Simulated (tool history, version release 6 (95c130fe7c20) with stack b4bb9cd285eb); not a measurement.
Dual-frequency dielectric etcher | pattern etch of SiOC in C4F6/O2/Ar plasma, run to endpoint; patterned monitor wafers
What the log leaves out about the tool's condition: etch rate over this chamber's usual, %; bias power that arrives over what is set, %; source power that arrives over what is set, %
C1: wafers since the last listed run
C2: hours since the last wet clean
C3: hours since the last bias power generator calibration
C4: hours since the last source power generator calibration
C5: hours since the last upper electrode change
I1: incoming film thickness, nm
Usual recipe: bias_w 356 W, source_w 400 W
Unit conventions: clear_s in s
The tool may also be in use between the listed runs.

run 1 hour=0 | bias_w=356 source_w=370 | C1=0 C2=0.5 C3=2418.9 C4=2477.6 C5=1682.2 | I1=32.41 | clear_s=13.5
run 2 hour=58.6 | bias_w=356 source_w=450 | C1=500 C2=59.1 C3=2477.5 C4=2536.2 C5=1740.8 | I1=32.33 | clear_s=12.5
run 3 hour=124.4 | bias_w=356 source_w=450 | C1=561 C2=124.9 C3=2543.3 C4=2602 C5=1806.6 | I1=32.43 | clear_s=12.4
run 4 hour=185.9 | bias_w=356 source_w=450 | C1=525 C2=186.4 C3=2604.8 C4=2663.5 C5=1868.1 | I1=32.41 | clear_s=12.3
run 5 hour=226.5 | bias_w=305 source_w=430 | C1=346 C2=227 C3=2645.4 C4=2704.1 C5=1908.7 | I1=32.32 | clear_s=13.1
run 6 hour=254.2 | bias_w=356 source_w=400 | C1=236 C2=254.7 C3=2673.1 C4=2731.8 C5=1936.4 | I1=32.57 | clear_s=13
run 7 hour=284.9 | bias_w=396 source_w=400 | C1=262 C2=285.4 C3=2703.8 C4=2762.5 C5=1967.1 | I1=32.37 | clear_s=12.5
run 8 hour=325.5 | bias_w=396 source_w=400 | C1=346 C2=326 C3=2744.4 C4=2803.1 C5=2007.7 | I1=32.61 | clear_s=12.4
run 9 hour=370.5 | bias_w=396 source_w=400 | C1=384 C2=371 C3=2789.4 C4=2848.1 C5=2052.7 | I1=32.47 | clear_s=12.1
run 10 hour=402.2 | bias_w=356 source_w=400 | C1=270 C2=402.7 C3=2821.1 C4=2879.8 C5=2084.4 | I1=32.29 | clear_s=12.7
run 11 hour=472 | bias_w=356 source_w=400 | C1=595 C2=472.5 C3=2890.9 C4=2949.6 C5=2154.2 | I1=32.19 | clear_s=12.4
run 12 hour=520.7 | bias_w=356 source_w=440 | C1=415 C2=521.2 C3=2939.6 C4=2998.3 C5=2202.9 | I1=32.5 | clear_s=12.2
-- hour=546.7 wet clean of the chamber
run 13 hour=564.7 | bias_w=356 source_w=400 | C1=170 C2=18 C3=2983.6 C4=3042.3 C5=2246.9 | I1=32.41 | clear_s=13.2
-- hour=592.3 bias power generator calibrated
run 14 hour=604.9 | bias_w=356 source_w=400 | C1=309 C2=58.2 C3=12.6 C4=3082.5 C5=2287.1 | I1=32.21 | clear_s=12.9
run 15 hour=640.4 | bias_w=320 source_w=370 | C1=303 C2=93.7 C3=48.1 C4=3118 C5=2322.6 | I1=32.36 | clear_s=14
run 16 hour=708.5 | bias_w=356 source_w=380 | C1=581 C2=161.8 C3=116.2 C4=3186.1 C5=2390.7 | I1=32.63 | clear_s=13.3
run 17 hour=767 | bias_w=356 source_w=380 | C1=499 C2=220.3 C3=174.7 C4=3244.6 C5=2449.2 | I1=32.37 | clear_s=13.1
-- hour=809.4 upper electrode replaced
run 18 hour=829.6 | bias_w=356 source_w=400 | C1=329 C2=282.9 C3=237.3 C4=3307.2 C5=20.2 | I1=32.41 | clear_s=12.9
run 19 hour=896.6 | bias_w=356 source_w=310 | C1=571 C2=349.9 C3=304.3 C4=3374.2 C5=87.2 | I1=32.31 | clear_s=14
run 20 hour=937 | bias_w=401 source_w=490 | C1=344 C2=390.3 C3=344.7 C4=3414.6 C5=127.6 | I1=32.12 | clear_s=11.2
run 21 hour=986.7 | bias_w=302 source_w=430 | C1=424 C2=440 C3=394.4 C4=3464.3 C5=177.3 | I1=32.34 | clear_s=13.1
run 22 hour=1015.6 | bias_w=422 source_w=400 | C1=246 C2=468.9 C3=423.3 C4=3493.2 C5=206.2 | I1=32.29 | clear_s=11.8
-- hour=1194.3 wet clean of the chamber
run 23 hour=1201.4 | bias_w=295 source_w=330 | C1=1381 C2=7.1 C3=609.1 C4=3679 C5=392 | I1=32.57 | clear_s=15.2
-- hour=1242.1 source power generator calibrated
run 24 hour=1267 | bias_w=324 source_w=320 | C1=525 C2=72.7 C3=674.7 C4=24.9 C5=457.6 | I1=32.46 | clear_s=14.7
run 25 hour=1325.8 | bias_w=391 source_w=400 | C1=501 C2=131.5 C3=733.5 C4=83.7 C5=516.4 | I1=32.74 | clear_s=12.7
run 26 hour=1383.9 | bias_w=287 source_w=360 | C1=495 C2=189.6 C3=791.6 C4=141.8 C5=574.5 | I1=32.56 | clear_s=14.8
run 27 hour=1441.9 | bias_w=292 source_w=480 | C1=495 C2=247.6 C3=849.6 C4=199.8 C5=632.5 | I1=32.48 | clear_s=13
run 28 hour=1483.5 | bias_w=298 source_w=440 | C1=355 C2=289.2 C3=891.2 C4=241.4 C5=674.1 | I1=32.53 | clear_s=13.5
run 29 hour=1542.1 | bias_w=406 source_w=340 | C1=500 C2=347.8 C3=949.8 C4=300 C5=732.7 | I1=32.57 | clear_s=13.1
run 30 hour=1608.4 | bias_w=422 source_w=400 | C1=565 C2=414.1 C3=1016.1 C4=366.3 C5=799 | I1=32.38 | clear_s=12
run 31 hour=1639.5 | bias_w=406 source_w=340 | C1=265 C2=445.2 C3=1047.2 C4=397.4 C5=830.1 | I1=32.36 | clear_s=12.9
run 32 hour=1675.2 | bias_w=356 source_w=300 | C1=304 C2=480.9 C3=1082.9 C4=433.1 C5=865.8 | I1=32.35 | clear_s=14.2
run 33 hour=1706.1 | bias_w=356 source_w=400 | C1=263 C2=511.8 C3=1113.8 C4=464 C5=896.7 | I1=32.67 | clear_s=12.9
run 34 hour=1751.5 | bias_w=402 source_w=340 | C1=387 C2=557.2 C3=1159.2 C4=509.4 C5=942.1 | I1=32.26 | clear_s=12.7
-- hour=1784 wet clean of the chamber
run 35 hour=1809 | bias_w=441 source_w=310 | C1=285 C2=25 C3=1216.7 C4=566.9 C5=999.6 | I1=32.34 | clear_s=13.4
run 36 hour=1852.5 | bias_w=356 source_w=400 | C1=371 C2=68.5 C3=1260.2 C4=610.4 C5=1043.1 | I1=32.14 | clear_s=13.1

The logged runs with the hidden state left out (each run's random variation unchanged):
run=1 clear_s=13.5
run=2 clear_s=12.6
run=3 clear_s=12.6
run=4 clear_s=12.5
run=5 clear_s=13.3
run=6 clear_s=13.3
run=7 clear_s=12.8
run=8 clear_s=12.8
run=9 clear_s=12.5
run=10 clear_s=13.2
run=11 clear_s=12.9
run=12 clear_s=12.7
run=13 clear_s=13.2
run=14 clear_s=13
run=15 clear_s=14.1
run=16 clear_s=13.5
run=17 clear_s=13.4
run=18 clear_s=13.1
run=19 clear_s=14.4
run=20 clear_s=11.6
run=21 clear_s=13.6
run=22 clear_s=12.2
run=23 clear_s=15.2
run=24 clear_s=14.8
run=25 clear_s=12.7
run=26 clear_s=14.9
run=27 clear_s=13.2
run=28 clear_s=13.7
run=29 clear_s=13.4
run=30 clear_s=12.4
run=31 clear_s=13.3
run=32 clear_s=14.6
run=33 clear_s=13.4
run=34 clear_s=13.2
run=35 clear_s=13.3
run=36 clear_s=13
